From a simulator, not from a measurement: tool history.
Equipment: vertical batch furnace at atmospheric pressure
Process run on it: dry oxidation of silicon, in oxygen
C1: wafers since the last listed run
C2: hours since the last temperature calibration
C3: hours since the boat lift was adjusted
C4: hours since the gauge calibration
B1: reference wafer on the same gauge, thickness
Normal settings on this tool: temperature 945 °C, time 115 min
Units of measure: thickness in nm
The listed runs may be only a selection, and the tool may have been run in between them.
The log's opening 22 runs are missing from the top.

{"run": 23, "hour": 1746.4, "temperature": 934, "time": 61.5, "C1": 739, "C2": 824.6, "C3": 2399.2, "C4": 307.3, "B1": 76.72, "thickness": 60.17}
{"run": 24, "hour": 1789.0, "temperature": 931, "time": 141, "C1": 524, "C2": 867.2, "C3": 2441.8, "C4": 349.9, "B1": 76.73, "thickness": 78.41}
{"run": 25, "hour": 1851.3, "temperature": 937, "time": 156, "C1": 766, "C2": 929.5, "C3": 2504.1, "C4": 412.2, "B1": 76.7, "thickness": 84.23}
{"run": 26, "hour": 1958.4, "temperature": 945, "time": 77, "C1": 1317, "C2": 1036.6, "C3": 2611.2, "C4": 519.3, "B1": 76.73, "thickness": 67.55}
{"run": 27, "hour": 2053.8, "temperature": 945, "time": 93.5, "C1": 1173, "C2": 1132, "C3": 2706.6, "C4": 614.7, "B1": 76.7, "thickness": 71.95}
{"run": 28, "hour": 2136.9, "temperature": 968, "time": 91.5, "C1": 1022, "C2": 1215.1, "C3": 2789.7, "C4": 697.8, "B1": 76.72, "thickness": 79.72}
{"run": 29, "hour": 2227.3, "temperature": 945, "time": 115, "C1": 1112, "C2": 1305.5, "C3": 2880.1, "C4": 788.2, "B1": 76.68, "thickness": 78.34}
{"hour": 2337.2, "done": "boat lift adjusted"}
{"run": 30, "hour": 2359.4, "temperature": 945, "time": 115, "C1": 1330, "C2": 1437.6, "C3": 22.2, "C4": 920.3, "B1": 76.69, "thickness": 79.07}
{"run": 31, "hour": 2421.0, "temperature": 960, "time": 141.5, "C1": 757, "C2": 1499.2, "C3": 83.8, "C4": 981.9, "B1": 76.72, "thickness": 93.47}
{"run": 32, "hour": 2459.3, "temperature": 967, "time": 57.5, "C1": 471, "C2": 1537.5, "C3": 122.1, "C4": 1020.2, "B1": 76.66, "thickness": 67.07}
{"run": 33, "hour": 2544.5, "temperature": 966, "time": 66.5, "C1": 1048, "C2": 1622.7, "C3": 207.3, "C4": 1105.4, "B1": 76.74, "thickness": 69.97}
{"run": 34, "hour": 2635.3, "temperature": 960, "time": 94.5, "C1": 1117, "C2": 1713.5, "C3": 298.1, "C4": 1196.2, "B1": 76.73, "thickness": 78.58}
{"run": 35, "hour": 2740.0, "temperature": 945, "time": 115, "C1": 1288, "C2": 1818.2, "C3": 402.8, "C4": 1300.9, "B1": 76.73, "thickness": 79.34}
{"run": 36, "hour": 2810.6, "temperature": 934, "time": 137, "C1": 868, "C2": 1888.8, "C3": 473.4, "C4": 1371.5, "B1": 76.68, "thickness": 80.06}
{"run": 37, "hour": 2857.6, "temperature": 930, "time": 160.5, "C1": 578, "C2": 1935.8, "C3": 520.4, "C4": 1418.5, "B1": 76.73, "thickness": 83.56}
{"run": 38, "hour": 3039.0, "temperature": 945, "time": 115, "C1": 2231, "C2": 2117.2, "C3": 701.8, "C4": 1599.9, "B1": 76.71, "thickness": 79.07}
{"run": 39, "hour": 3075.2, "temperature": 960, "time": 141.5, "C1": 445, "C2": 2153.4, "C3": 738, "C4": 1636.1, "B1": 76.7, "thickness": 93.36}
{"run": 40, "hour": 3161.6, "temperature": 933, "time": 169.5, "C1": 1063, "C2": 2239.8, "C3": 824.4, "C4": 1722.5, "B1": 76.71, "thickness": 86.91}

What if the next run were any one of these 3? Each begins from the tool's condition after run 40:
{"run": "A", "hour": 3166.8, "temperature": 945, "time": 115, "C1": 63, "C2": 2245, "C3": 829.6, "C4": 1727.7, "B1": "?", "thickness": "?"}
{"run": "B", "hour": 3166.8, "temperature": 945, "time": 71, "C1": 63, "C2": 2245, "C3": 829.6, "C4": 1727.7, "B1": "?", "thickness": "?"}
{"run": "C", "hour": 3166.8, "temperature": 963, "time": 157, "C1": 63, "C2": 2245, "C3": 829.6, "C4": 1727.7, "B1": "?", "thickness": "?"}

run=A B1=76.7 thickness=79.46
run=B B1=76.7 thickness=66.66
run=C B1=76.7 thickness=100.44
Without the tool's unlogged condition, the same runs would have read:
run=A thickness=79.13
run=B thickness=66.45
run=C thickness=100.03
